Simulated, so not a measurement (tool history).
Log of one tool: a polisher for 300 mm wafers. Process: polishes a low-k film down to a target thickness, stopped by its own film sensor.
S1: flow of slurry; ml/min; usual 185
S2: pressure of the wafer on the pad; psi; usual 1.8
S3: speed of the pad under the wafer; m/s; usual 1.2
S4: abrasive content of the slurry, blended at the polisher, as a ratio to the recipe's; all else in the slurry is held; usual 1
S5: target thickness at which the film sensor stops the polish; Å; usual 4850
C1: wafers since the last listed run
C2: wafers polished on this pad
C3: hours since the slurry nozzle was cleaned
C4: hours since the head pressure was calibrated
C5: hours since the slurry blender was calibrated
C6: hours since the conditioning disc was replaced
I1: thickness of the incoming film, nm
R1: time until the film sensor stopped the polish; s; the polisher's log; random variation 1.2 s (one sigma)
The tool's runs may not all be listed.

{"run": 1, "hour": 0.0, "S1": 185, "S2": 1.8, "S3": 1.48, "S4": 1, "S5": 4750, "C1": 0, "C2": 687, "C3": 174.5, "C4": 114.6, "C5": 356.4, "C6": 17.2, "I1": 524.3, "R1": 86.7}
{"run": 2, "hour": 64.9, "S1": 215, "S2": 1.8, "S3": 1.2, "S4": 1, "S5": 4850, "C1": 541, "C2": 1229, "C3": 239.4, "C4": 179.5, "C5": 421.3, "C6": 82.1, "I1": 526.8, "R1": 87.8}
{"run": 3, "hour": 90.6, "S1": 215, "S2": 1.8, "S3": 1.2, "S4": 1, "S5": 4850, "C1": 214, "C2": 1444, "C3": 265.1, "C4": 205.2, "C5": 447, "C6": 107.8, "I1": 526, "R1": 84.2}
{"hour": 150.5, "done": "slurry blender recalibrated"}
{"run": 4, "hour": 151.3, "S1": 185, "S2": 1.8, "S3": 1.2, "S4": 1, "S5": 4850, "C1": 489, "C2": 1934, "C3": 325.8, "C4": 265.9, "C5": 0.8, "C6": 168.5, "I1": 536.8, "R1": 114.6}
{"run": 5, "hour": 253.8, "S1": 185, "S2": 1.8, "S3": 0.86, "S4": 1, "S5": 4850, "C1": 855, "C2": 2789, "C3": 428.3, "C4": 368.4, "C5": 103.3, "C6": 271, "I1": 525, "R1": 115.2}
{"hour": 256.9, "done": "slurry nozzle cleaned"}
{"run": 6, "hour": 278.7, "S1": 240, "S2": 1.8, "S3": 1.2, "S4": 1, "S5": 4800, "C1": 199, "C2": 2989, "C3": 21.8, "C4": 393.3, "C5": 128.2, "C6": 295.9, "I1": 532.6, "R1": 104.5}
{"run": 7, "hour": 304.2, "S1": 185, "S2": 1.8, "S3": 1.44, "S4": 1, "S5": 4850, "C1": 212, "C2": 3202, "C3": 47.3, "C4": 418.8, "C5": 153.7, "C6": 321.4, "I1": 526.1, "R1": 71.9}
{"hour": 334.2, "done": "worn pad replaced by a new one"}
{"hour": 488.2, "done": "conditioning disc replaced and pad reconditioned"}
{"run": 8, "hour": 517.9, "S1": 205, "S2": 1.8, "S3": 1.2, "S4": 1, "S5": 4940, "C1": 1733, "C2": 1516, "C3": 261, "C4": 632.5, "C5": 367.4, "C6": 29.7, "I1": 520.9, "R1": 56.6}
{"run": 9, "hour": 586.2, "S1": 185, "S2": 2.3, "S3": 1.38, "S4": 1, "S5": 4770, "C1": 570, "C2": 2086, "C3": 329.3, "C4": 700.8, "C5": 435.7, "C6": 98, "I1": 526.1, "R1": 74.2}
{"run": 10, "hour": 619.0, "S1": 160, "S2": 1.8, "S3": 1.2, "S4": 1, "S5": 4850, "C1": 273, "C2": 2360, "C3": 362.1, "C4": 733.6, "C5": 468.5, "C6": 130.8, "I1": 528.6, "R1": 99.5}
{"hour": 641.3, "done": "slurry blender recalibrated"}
{"run": 11, "hour": 671.8, "S1": 185, "S2": 1.8, "S3": 1.2, "S4": 1, "S5": 4850, "C1": 424, "C2": 2784, "C3": 414.9, "C4": 786.4, "C5": 30.5, "C6": 183.6, "I1": 533.8, "R1": 107.8}
{"hour": 716.8, "done": "slurry nozzle cleaned"}
{"run": 12, "hour": 735.3, "S1": 150, "S2": 1.8, "S3": 1.2, "S4": 1, "S5": 4850, "C1": 521, "C2": 3306, "C3": 18.5, "C4": 849.9, "C5": 94, "C6": 247.1, "I1": 538, "R1": 113.6}
{"run": 13, "hour": 770.6, "S1": 125, "S2": 1.8, "S3": 0.92, "S4": 1, "S5": 4850, "C1": 294, "C2": 3600, "C3": 53.8, "C4": 885.2, "C5": 129.3, "C6": 282.4, "I1": 530, "R1": 127.7}
{"hour": 811.1, "done": "worn pad replaced by a new one"}
{"run": 14, "hour": 830.7, "S1": 185, "S2": 1.8, "S3": 1.2, "S4": 1, "S5": 4850, "C1": 468, "C2": 163, "C3": 113.9, "C4": 945.3, "C5": 189.4, "C6": 342.5, "I1": 528.5, "R1": 88.7}
{"run": 15, "hour": 859.8, "S1": 185, "S2": 1.8, "S3": 1.2, "S4": 1, "S5": 4850, "C1": 242, "C2": 406, "C3": 143, "C4": 974.4, "C5": 218.5, "C6": 371.6, "I1": 526.3, "R1": 86.2}
{"run": 16, "hour": 916.5, "S1": 185, "S2": 1.8, "S3": 1.06, "S4": 0.8, "S5": 4850, "C1": 473, "C2": 879, "C3": 199.7, "C4": 1031.1, "C5": 275.2, "C6": 428.3, "I1": 536.6, "R1": 133}
{"run": 17, "hour": 958.0, "S1": 150, "S2": 1.8, "S3": 1.2, "S4": 1, "S5": 4850, "C1": 346, "C2": 1225, "C3": 241.2, "C4": 1072.6, "C5": 316.7, "C6": 469.8, "I1": 535.9, "R1": 115.3}
{"hour": 963.6, "done": "conditioning disc replaced and pad reconditioned"}
{"run": 18, "hour": 985.6, "S1": 225, "S2": 1.8, "S3": 1.2, "S4": 1.1, "S5": 4910, "C1": 213, "C2": 1439, "C3": 268.8, "C4": 1100.2, "C5": 344.3, "C6": 22, "I1": 530.1, "R1": 78.1}
{"run": 19, "hour": 1039.7, "S1": 185, "S2": 2.3, "S3": 1.2, "S4": 1, "S5": 4760, "C1": 451, "C2": 1891, "C3": 322.9, "C4": 1154.3, "C5": 398.4, "C6": 76.1, "I1": 518.8, "R1": 73}
{"hour": 1092.3, "done": "head pressure recalibrated"}
{"run": 20, "hour": 1092.8, "S1": 145, "S2": 1.8, "S3": 1.2, "S4": 0.75, "S5": 4750, "C1": 426, "C2": 2317, "C3": 376, "C4": 0.5, "C5": 451.5, "C6": 129.2, "I1": 535.4, "R1": 163}
{"hour": 1136.0, "done": "slurry nozzle cleaned"}
{"run": 21, "hour": 1146.5, "S1": 185, "S2": 1.8, "S3": 1.2, "S4": 0.85, "S5": 4850, "C1": 439, "C2": 2757, "C3": 10.5, "C4": 54.2, "C5": 505.2, "C6": 182.9, "I1": 530.2, "R1": 99.5}
{"hour": 1158.5, "done": "slurry blender recalibrated"}
{"run": 22, "hour": 1214.3, "S1": 185, "S2": 1.8, "S3": 1.2, "S4": 1, "S5": 4850, "C1": 549, "C2": 3306, "C3": 78.3, "C4": 122, "C5": 55.8, "C6": 250.7, "I1": 531.7, "R1": 95.9}
{"run": 23, "hour": 1252.5, "S1": 185, "S2": 1.6, "S3": 1.2, "S4": 1.1, "S5": 4850, "C1": 318, "C2": 3625, "C3": 116.5, "C4": 160.2, "C5": 94, "C6": 288.9, "I1": 529.6, "R1": 97.5}
{"run": 24, "hour": 1312.7, "S1": 185, "S2": 1.8, "S3": 1.2, "S4": 1, "S5": 5000, "C1": 502, "C2": 4128, "C3": 176.7, "C4": 220.4, "C5": 154.2, "C6": 349.1, "I1": 530.2, "R1": 63.2}

Hidden state at the last listed run before each entry between runs and at the first one after, where it differs:
Between runs 3 and 4: slurry blender recalibrated (hour 150.5)
  slurry flow missing at the pad, %: 24.7 -> 29.8
  measured less the result without the state, R1: +3.8 -> +7.6 s
Between runs 5 and 6: slurry nozzle cleaned (hour 256.9)
  slurry flow missing at the pad, %: 38.3 -> 4.02
  measured less the result without the state, R1: +11.1 -> +0.5 s
Between runs 7 and 8: worn pad replaced by a new one (hour 334.2); conditioning disc replaced and pad reconditioned (hour 488.2)
  slurry flow missing at the pad, %: 6.15 -> 23.9
  measured less the result without the state, R1: +0.8 -> +2.5 s
Between runs 10 and 11: slurry blender recalibrated (hour 641.3)
  slurry flow missing at the pad, %: 32.4 -> 36.7
  measured less the result without the state, R1: +8.5 -> +9.8 s
Between runs 11 and 12: slurry nozzle cleaned (hour 716.8)
  slurry flow missing at the pad, %: 36.7 -> 6.32
  measured less the result without the state, R1: +9.8 -> +1.5 s
Between runs 13 and 14: worn pad replaced by a new one (hour 811.1)
  slurry flow missing at the pad, %: 9.25 -> 14.3
  measured less the result without the state, R1: +3.1 -> +2.3 s
Between runs 17 and 18: conditioning disc replaced and pad reconditioned (hour 963.6)
  slurry flow missing at the pad, %: 24.9 -> 27.2
  measured less the result without the state, R1: +7.4 -> +3.7 s
Between runs 19 and 20: head pressure recalibrated (hour 1092.3)
  slurry flow missing at the pad, %: 31.7 -> 36.1
  measured less the result without the state, R1: +5.3 -> +18 s
Between runs 20 and 21: slurry nozzle cleaned (hour 1136)
  slurry flow missing at the pad, %: 36.1 -> 2.69
  measured less the result without the state, R1: +18 -> +0.4 s
Between runs 21 and 22: slurry blender recalibrated (hour 1158.5)
  slurry flow missing at the pad, %: 2.69 -> 8.34
  measured less the result without the state, R1: +0.4 -> +1.4 s
